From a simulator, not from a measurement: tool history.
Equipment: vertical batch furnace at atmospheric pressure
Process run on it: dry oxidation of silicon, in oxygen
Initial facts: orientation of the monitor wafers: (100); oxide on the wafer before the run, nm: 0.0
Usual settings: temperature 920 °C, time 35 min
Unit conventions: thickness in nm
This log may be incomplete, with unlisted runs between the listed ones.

run    hour  temperature  time  wafers since the last listed run  hours since the last temperature calibration  hours since the boat lift was adjusted  hours since the gauge calibration  read-back reference wafer on the same gauge, thickness  thickness
  1       0          939  23.5                                 0                                        1511.4                                  1102.6                              603.5                                                   18.18      17.25
  2    33.1          939  23.5                               623                                        1544.5                                  1135.7                              636.6                                                   18.18      17.45
  3    96.1          902  42.5                              1186                                        1607.5                                  1198.7                              699.6                                                   18.21      17.79
  4   124.9          902  42.5                               542                                        1636.3                                  1227.5                              728.4                                                    18.2      17.76
  5   181.3          903    35                              1062                                        1692.7                                  1283.9                              784.8                                                   18.21      15.56
  6   208.9          903    35                               519                                        1720.3                                  1311.5                              812.4                                                    18.2      15.72
  7   280.1          903    35                              1341                                        1791.5                                  1382.7                              883.6                                                    18.2      15.63
  8   346.1          930    35                              1243                                        1857.5                                  1448.7                              949.6                                                   18.21      20.43
  9   373.4          920    45                               514                                        1884.8                                    1476                              976.9                                                    18.2      21.99
 10   435.1          920    45                              1162                                        1946.5                                  1537.7                             1038.6                                                   18.21      21.92
 11     505          920    45                              1316                                        2016.4                                  1607.6                             1108.5                                                   18.21       22.1
 12   553.4          937    35                               911                                        2064.8                                    1656                             1156.9                                                   18.21      22.23
      598.1  -- thermocouples replaced and temperature profile calibrated
 13   598.6          937    35                               399                                           0.5                                  1701.2                             1202.1                                                   18.17       21.6
 14   620.9          920    35                               420                                          22.8                                  1723.5                             1224.4                                                    18.2      18.21
 15   668.9          920    35                               904                                          70.8                                  1771.5                             1272.4                                                   18.19       18.1
 16   696.3          920    35                               516                                          98.2                                  1798.9                             1299.8                                                   18.17      17.93
 17   730.6          920  28.5                               646                                         132.5                                  1833.2                             1334.1                                                   18.19      15.75
 18   779.3          920  43.5                               917                                         181.2                                  1881.9                             1382.8                                                    18.2      20.98
 19   814.4          920    35                               661                                         216.3                                    1917                             1417.9                                                   18.22      18.25
      861.3  -- gauge calibrated
 20   877.3          932    24                              1185                                         279.2                                  1979.9                                 16                                                   18.18      16.05
 21   906.6          920    35                               551                                         308.5                                  2009.2                               45.3                                                   18.21      18.21
 22   956.7          910    35                               943                                         358.6                                  2059.3                               95.4                                                   18.21      16.54
 23  1025.7          902  46.5                              1299                                         427.6                                  2128.3                              164.4                                                    18.2      18.59
 24  1065.9          936    49                               757                                         467.8                                  2168.5                              204.6                                                   18.19       26.8
     1095.8  -- boat lift adjusted
 25    1120          932    35                               567                                         521.9                                    24.2                              258.7                                                   18.19      20.67
 26  1188.1          920    50                              1282                                           590                                    92.3                              326.8                                                    18.2      23.31
 27  1259.3          900    49                              1341                                         661.2                                   163.5                                398                                                   18.21      18.92
 28  1300.5          903  49.5                               776                                         702.4                                   204.7                              439.2                                                   18.19      19.57
 29  1390.9          939  27.5                              1703                                         792.8                                   295.1                              529.6                                                   18.19      19.19
 30  1449.8          920    35                              1109                                         851.7                                     354                              588.5                                                    18.2      18.43
 31  1512.2          902    35                              1175                                         914.1                                   416.4                              650.9                                                   18.21      15.51
 32    1541          939  23.5                               542                                         942.9                                   445.2                              679.7                                                   18.19      17.34
 33  1590.5          927    35                               932                                         992.4                                   494.7                              729.2                                                   18.21      19.84
 34  1617.6          920    35                               510                                        1019.5                                   521.8                              756.3                                                   18.21      18.71

Each row is a separate what-if for the run after 34, all from the same tool condition, not one after another. Results?
  A  1621.9          920    35                                81                                        1023.8                                   526.1                              760.6                                                       ?          ?
  B  1621.9          934    50                                81                                        1023.8                                   526.1                              760.6                                                       ?          ?
  C  1621.9          913    35                                81                                        1023.8                                   526.1                              760.6                                                       ?          ?
  D  1621.9          933  39.5                                81                                        1023.8                                   526.1                              760.6                                                       ?          ?

run  read-back reference wafer on the same gauge, thickness  thickness
  A                                                    18.2      18.62
  B                                                    18.2      27.04
  C                                                    18.2       17.4
  D                                                    18.2      22.92
Take away the tool's hidden state, keep each run's random variation, and the runs would have read:
run  thickness
  A      17.96
  B      26.01
  C      16.75
  D      22.04
